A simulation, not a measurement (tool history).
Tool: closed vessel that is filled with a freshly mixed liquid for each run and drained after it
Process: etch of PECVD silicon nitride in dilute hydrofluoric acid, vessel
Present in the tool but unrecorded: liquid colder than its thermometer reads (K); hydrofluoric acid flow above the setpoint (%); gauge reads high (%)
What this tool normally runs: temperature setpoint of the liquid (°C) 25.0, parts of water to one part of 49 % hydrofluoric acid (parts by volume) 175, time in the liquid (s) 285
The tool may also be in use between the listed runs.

run	hour	temperature setpoint of the liquid (°C)	parts of water to one part of 49 % hydrofluoric acid (parts by volume)	time in the liquid (s)	wafers since the last listed run	hours since the thermometer was replaced	hours since the hydrofluoric acid flow meter was replaced	hours since the gauge calibration	read-back film thickness of the PECVD silicon nitride reference wafer, read on the same gauge (nm)	thickness taken off the PECVD silicon nitride on a monitor wafer (angstrom)
1	0.0	25.0	175	200	0	368.7	1367.1	352.1	50.01	47.6
2	35.4	25.0	175	200	1872	404.1	1402.5	387.5	50.01	47.4
3	48.5	25.0	175	200	692	417.2	1415.6	400.6	49.98	47.4
4	67.0	25.0	220	285	978	435.7	1434.1	419.1	50.01	53.7
5	103.9	25.0	175	285	1951	472.6	1471.0	456.0	49.97	67.4
6	129.6	25.0	175	285	1359	498.3	1496.7	481.7	50.01	68.0
7	156.6	25.0	175	285	1428	525.3	1523.7	508.7	49.98	67.7
8	185.7	27.0	225	285	1539	554.4	1552.8	537.8	50.02	59.3
9	209.1	25.0	175	285	1237	577.8	1576.2	561.2	49.99	66.7
# hour 212.6: thermometer replaced
10	221.4	26.5	175	285	597	8.8	1588.5	573.5	49.99	71.9
11	252.5	26.5	175	285	1644	39.9	1619.6	604.6	50.00	71.9
12	280.6	26.5	175	285	1486	68.0	1647.7	632.7	50.01	72.3
13	298.7	25.0	175	285	957	86.1	1665.8	650.8	49.99	65.7
14	326.0	25.0	175	285	1443	113.4	1693.1	678.1	50.02	65.8
# hour 343.3: hydrofluoric acid flow meter replaced
# hour 362.7: gauge calibrated
# hour 364.1: thermometer replaced, repeated, since the last time left the tool worse
15	385.9	25.0	175	285	3062	21.8	42.6	23.2	49.99	68.9
16	404.2	29.5	95	120	967	40.1	60.9	41.5	50.00	71.3
17	423.3	23.5	175	235	1010	59.2	80.0	60.6	49.98	51.7
18	440.9	20.5	250	330	930	76.8	97.6	78.2	49.98	42.1
19	465.0	30.0	105	390	1274	100.9	121.7	102.3	50.00	214.8
20	499.9	27.0	175	350	1845	135.8	156.6	137.2	49.99	95.7
21	522.0	25.0	235	285	1168	157.9	178.7	159.3	50.00	51.0
22	540.0	25.0	175	360	952	175.9	196.7	177.3	49.99	87.7
23	553.9	25.0	175	285	735	189.8	210.6	191.2	50.01	68.6
24	568.5	25.0	175	285	772	204.4	225.2	205.8	50.01	68.4
25	613.8	22.0	240	370	2395	249.7	270.5	251.1	50.01	53.7
26	631.5	20.5	135	285	936	267.4	288.2	268.8	50.01	65.3
27	648.4	26.5	235	285	893	284.3	305.1	285.7	49.99	56.0
28	670.3	28.0	135	285	1158	306.2	327.0	307.6	49.99	106.2

What if the next run were any one of these 5? Each begins from the tool's condition after run 28:
A	671.0	25.0	175	285	37	306.9	327.7	308.3	?	?
B	671.0	25.0	175	400	37	306.9	327.7	308.3	?	?
C	671.0	22.0	175	365	37	306.9	327.7	308.3	?	?
D	671.0	22.0	175	140	37	306.9	327.7	308.3	?	?
E	671.0	25.0	105	285	37	306.9	327.7	308.3	?	?

run	read-back film thickness of the PECVD silicon nitride reference wafer, read on the same gauge (nm)	thickness taken off the PECVD silicon nitride on a monitor wafer (angstrom)
A	50.02	68.6
B	50.02	96.3
C	50.02	72.4
D	50.02	27.8
E	50.02	113.9
Stripped of hidden state, with their random variation kept, the same runs would have yielded:
run	thickness taken off the PECVD silicon nitride on a monitor wafer (angstrom)
A	69.8
B	98.0
C	73.8
D	28.3
E	116.0
